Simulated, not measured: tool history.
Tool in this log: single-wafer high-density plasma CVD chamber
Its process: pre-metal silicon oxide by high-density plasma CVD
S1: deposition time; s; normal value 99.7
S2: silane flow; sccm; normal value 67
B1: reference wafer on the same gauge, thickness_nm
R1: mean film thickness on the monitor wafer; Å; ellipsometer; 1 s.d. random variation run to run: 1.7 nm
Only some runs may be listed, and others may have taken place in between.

run    hour     S1  S2       B1       R1
  1     0.0   99.7  71  622.161  6688.36
  2    37.7   99.7  71  621.519  6711.39
  3   109.3   99.7  71  621.875  6691.97
  4   185.6   87.0  67  622.372  5580.70
  5   371.8   95.5  67  622.297  6131.05
  6   407.8   99.7  58  622.002  5723.14
  7   478.9   99.7  67  622.052  6402.17
      535.1  -- silane flow controller replaced
  8   550.0   99.7  67  621.838  6676.05
  9   577.9   99.7  72  622.110  7082.39
      616.0  -- gauge calibrated
 10   630.8   99.7  67  622.143  6719.08
 11   655.0   87.0  67  622.246  5829.31
 12   688.6  107.6  73  622.097  7732.81
 13   720.6   93.2  60  621.985  5708.97
 14   749.3   99.7  67  621.944  6662.90
 15   907.5   87.1  67  621.781  5788.34
 16   950.8  112.5  62  621.817  7012.92
 17   998.5   88.8  67  622.116  5897.23
 18  1056.8   82.2  56  621.857  4742.01
 19  1090.9   99.7  67  622.148  6572.50
 20  1160.6   99.7  76  621.916  7297.62

5 ways to go on from here, each from the tool as it stands after run 20. What would each give?
  A  1161.0   99.7  67   ?   ?
  B  1161.0   90.4  72   ?   ?
  C  1161.0  107.0  80   ?   ?
  D  1161.0   91.0  67   ?   ?
  E  1161.0   80.3  67   ?   ?

run       B1       R1
  A  622.373  6580.22
  B  622.373  6318.36
  C  622.373  8145.12
  D  622.373  6006.01
  E  622.373  5299.81
The same runs, with their run-to-run variation unchanged, on a tool lacking any hidden condition would have given:
run       R1
  A  6658.27
  B  6393.31
  C  8241.73
  D  6077.26
  E  5362.68

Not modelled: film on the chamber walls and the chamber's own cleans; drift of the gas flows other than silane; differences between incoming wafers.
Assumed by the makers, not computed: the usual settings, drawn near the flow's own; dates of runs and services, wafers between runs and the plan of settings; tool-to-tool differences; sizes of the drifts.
